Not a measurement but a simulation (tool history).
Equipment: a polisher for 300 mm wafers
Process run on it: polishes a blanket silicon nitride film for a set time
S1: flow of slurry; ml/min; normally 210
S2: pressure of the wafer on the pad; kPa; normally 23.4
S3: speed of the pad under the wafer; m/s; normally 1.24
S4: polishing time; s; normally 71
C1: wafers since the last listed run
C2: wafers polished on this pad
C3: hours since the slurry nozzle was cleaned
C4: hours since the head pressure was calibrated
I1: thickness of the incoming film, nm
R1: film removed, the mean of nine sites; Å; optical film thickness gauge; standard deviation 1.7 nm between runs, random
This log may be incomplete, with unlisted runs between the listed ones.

run	hour	S1	S2	S3	S4	C1	C2	C3	C4	I1	R1
1	0	210	20.7	1.24	71	0	768	165.8	492.3	825.8	943
2	34.6	210	23.4	1.24	71	251	1019	200.4	526.9	844.4	1048
3	52.4	210	23.4	1.24	71	129	1148	218.2	544.7	822.6	1076
# hour 69.6: worn pad replaced by a new one
4	70.1	210	23.4	1.24	71	99	3	235.9	562.4	817.7	1156
5	85.7	210	23.4	1.24	71	113	116	251.5	578	838.6	1148
6	121.3	210	23.4	1.24	71	258	375	287.1	613.6	845.1	1136
7	185.6	210	23.4	1.24	54	466	841	351.4	677.9	829.9	836
8	214	210	23.4	1.24	54	206	1048	379.8	706.3	831.7	807
# hour 221.7: worn pad replaced by a new one
9	227.4	210	23.4	1.24	71	68	41	393.2	719.7	821.7	1152
10	247.1	210	23.4	1.24	71	142	184	412.9	739.4	816.9	1122
11	270.4	210	23.4	1.24	71	169	353	436.2	762.7	839.4	1144
12	293	210	23.4	1.24	71	164	517	458.8	785.3	827.9	1131
13	317.8	280	23.4	0.96	71	180	697	483.6	810.1	830.3	916
14	340	210	23.4	0.9	71	161	858	505.8	832.3	836.1	839
# hour 355.2: head pressure recalibrated
15	355.7	210	23.4	1.24	48	99	958	521.5	0.5	838.6	712
16	380.6	255	23.4	1.24	65	180	1138	546.4	25.4	813.8	974
# hour 407.1: worn pad replaced by a new one
17	407.6	255	23.4	1.24	65	166	3	573.4	52.4	829.3	1093
# hour 430.4: slurry nozzle cleaned
18	439.9	210	23.4	1.08	71	227	230	9.5	84.7	827.9	1020
19	466.3	280	23.4	1.24	71	191	422	35.9	111.1	831.3	1171
20	495.2	240	23.4	1.24	83	209	631	64.8	140	834.2	1325
21	549.5	210	23.4	1.24	71	394	1026	119.1	194.3	832.2	1056
# hour 564.4: worn pad replaced by a new one
22	572	140	23.4	1.24	71	134	55	141.6	216.8	826	1049

Each row is a separate what-if for the run after 22, all from the same tool condition, not one after another. Results?
A	572.5	210	23.4	1.66	71	3	59	142.1	217.3	831.1	?
B	572.5	190	23.4	1.64	71	3	59	142.1	217.3	831.1	?
C	572.5	210	28.3	1.24	71	3	59	142.1	217.3	831.1	?
D	572.5	165	29.6	1.24	71	3	59	142.1	217.3	831.1	?

run	R1
A	1455
B	1420
C	1390
D	1402
With the hidden condition removed and each run's random variation left untouched, the same runs would have given:
run	R1
A	1465
B	1430
C	1399
D	1412
